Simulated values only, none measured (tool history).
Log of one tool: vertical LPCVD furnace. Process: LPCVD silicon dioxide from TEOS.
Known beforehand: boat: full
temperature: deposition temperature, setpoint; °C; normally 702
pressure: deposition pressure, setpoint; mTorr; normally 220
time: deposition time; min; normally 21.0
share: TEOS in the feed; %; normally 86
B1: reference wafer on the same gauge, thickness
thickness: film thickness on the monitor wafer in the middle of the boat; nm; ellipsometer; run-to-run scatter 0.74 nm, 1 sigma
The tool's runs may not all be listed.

Run 1, day 0.000: usual settings; B1 126.09. Result: thickness 151.41 nm.
Run 2, day 0.354: usual settings; B1 126.00. Result: thickness 150.65 nm.
Run 3, day 0.888: usual settings; B1 126.06. Result: thickness 152.20 nm.
Run 4, day 1.633: usual settings but share 79 %; B1 126.22. Result: thickness 144.22 nm.
Run 5, day 2.042: usual settings but share 79 %; B1 126.17. Result: thickness 144.82 nm.
Run 6, day 2.725: usual settings but share 79 %; B1 126.40. Result: thickness 144.28 nm.
Run 7, day 3.283: usual settings but pressure 240 mTorr; B1 125.63. Result: thickness 158.16 nm.
Run 8, day 3.688: usual settings; B1 125.90. Result: thickness 151.78 nm.
Run 9, day 4.067: usual settings; B1 126.02. Result: thickness 149.95 nm.
Run 10, day 4.517: usual settings but temperature 712 °C, pressure 270 mTorr, time 27.0 min, share 75 %; B1 126.34. Result: thickness 251.46 nm.
Run 11, day 5.167: usual settings but share 72 %; B1 126.17. Result: thickness 136.45 nm.
Run 12, day 5.525: usual settings; B1 125.91. Result: thickness 150.10 nm.
At day 7.462: TEOS flow controller replaced.
Run 13, day 7.483: usual settings but pressure 275 mTorr, time 15.0 min; B1 125.86. Result: thickness 120.78 nm.
At day 7.729: gauge calibrated.
Run 14, day 8.017: usual settings but temperature 697 °C; B1 125.90. Result: thickness 134.73 nm.
At day 9.246: thermocouples replaced and temperature profile calibrated.
At day 9.746: pressure gauge zeroed.
Run 15, day 9.767: usual settings but temperature 709 °C, pressure 190 mTorr; B1 125.92. Result: thickness 164.98 nm.
Run 16, day 9.921: usual settings; B1 126.00. Result: thickness 151.13 nm.
Run 17, day 10.071: usual settings but share 94 %; B1 125.77. Result: thickness 158.34 nm.
Run 18, day 10.446: usual settings but temperature 696 °C, pressure 175 mTorr, time 14.5 min, share 74 %; B1 125.87. Result: thickness 74.22 nm.
Run 19, day 11.150: usual settings but temperature 705 °C, pressure 260 mTorr, share 95 %; B1 126.18. Result: thickness 186.22 nm.
Run 20, day 11.683: usual settings but pressure 265 mTorr, time 13.5 min; B1 125.86. Result: thickness 106.20 nm.
Run 21, day 12.246: usual settings but temperature 691 °C, pressure 235 mTorr; B1 126.44. Result: thickness 119.85 nm.
Run 22, day 12.600: usual settings; B1 126.01. Result: thickness 149.90 nm.
Run 23, day 14.321: usual settings; B1 125.89. Result: thickness 150.16 nm.
Run 24, day 14.804: usual settings but time 23.0 min; B1 126.33. Result: thickness 164.63 nm.
Run 25, day 15.367: usual settings but temperature 707 °C; B1 126.02. Result: thickness 168.20 nm.
Run 26, day 16.071: usual settings but time 15.0 min; B1 126.03. Result: thickness 107.03 nm.
Run 27, day 16.746: usual settings but pressure 260 mTorr, time 12.5 min; B1 126.14. Result: thickness 97.79 nm.
Run 28, day 17.262: usual settings; B1 126.14. Result: thickness 150.62 nm.
Run 29, day 17.604: usual settings but time 17.0 min; B1 126.14. Result: thickness 121.56 nm.
Run 30, day 18.012: usual settings but pressure 265 mTorr; B1 126.17. Result: thickness 164.23 nm.
Run 31, day 18.442: usual settings; B1 126.39. Result: thickness 150.85 nm.

4 options for the next run, each taken on its own from the tool as it stands now. Forecast them:
Run A, day 18.596: usual settings but time 25.0 min; B1 ?. Result: thickness ?.
Run B, day 18.596: usual settings but temperature 709 °C, time 18.5 min; B1 ?. Result: thickness ?.
Run C, day 18.596: usual settings but temperature 707 °C, pressure 195 mTorr, share 80 %; B1 ?. Result: thickness ?.
Run D, day 18.596: usual settings but time 13.0 min; B1 ?. Result: thickness ?.

run      B1  thickness
  A  126.18     178.77
  B  126.18     155.40
  C  126.18     153.01
  D  126.18      92.96
Take away the tool's hidden state, keep each run's random variation, and the runs would have read:
run  thickness
  A     178.77
  B     155.40
  C     153.01
  D      92.96
